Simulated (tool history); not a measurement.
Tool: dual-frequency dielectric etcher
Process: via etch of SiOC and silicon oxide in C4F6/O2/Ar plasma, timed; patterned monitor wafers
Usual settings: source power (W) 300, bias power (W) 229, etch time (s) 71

run   hour  source power (W)  bias power (W)  etch time (s)  read-back reference wafer on the same gauge, depth_nm  mean etch depth across the wafer (angstrom)
  1      0               300             229             71                                                   81.6                                          783
  2   12.7               300             229             71                                                   81.6                                          784
  3   25.2               300             229             71                                                   81.6                                          785
  4   37.4               300             229             71                                                   81.6                                          784
  5   45.8               300             229             71                                                   81.6                                          783
  6   59.8               300             243           55.5                                                   81.6                                          633
  7   70.9               300             243           55.5                                                   81.6                                          634
  8   81.9               300             229             71                                                   81.6                                          785
  9   93.5               300             229             71                                                   81.6                                          785
      97.5  -- gauge calibrated
 10  102.5               300             229             71                                                   81.6                                          788
     110.7  -- source power generator calibrated
 11  111.2               360             229           60.5                                                   81.6                                          694
 12  119.8               330             229           85.5                                                   81.6                                          964
     128.2  -- bias power generator calibrated
 13  133.5               300             229           88.5                                                   81.6                                          978
     158.7  -- upper electrode replaced
     170.8  -- wet clean of the chamber
 14  171.3               300             229             71                                                   81.6                                          770
 15  171.7               300             229           59.5                                                   81.6                                          644
 16  200.5               380             229           59.5                                                   81.6                                          678

Run 17 comes next. What will it give?
     230.8  -- gauge calibrated
 17  231.5               240             274             79                                                      ?                                            ?

read-back reference wafer on the same gauge, depth_nm: 81.6
mean etch depth across the wafer (angstrom): 909
Without the tool's hidden state the same run would have given mean etch depth across the wafer (angstrom) 910.

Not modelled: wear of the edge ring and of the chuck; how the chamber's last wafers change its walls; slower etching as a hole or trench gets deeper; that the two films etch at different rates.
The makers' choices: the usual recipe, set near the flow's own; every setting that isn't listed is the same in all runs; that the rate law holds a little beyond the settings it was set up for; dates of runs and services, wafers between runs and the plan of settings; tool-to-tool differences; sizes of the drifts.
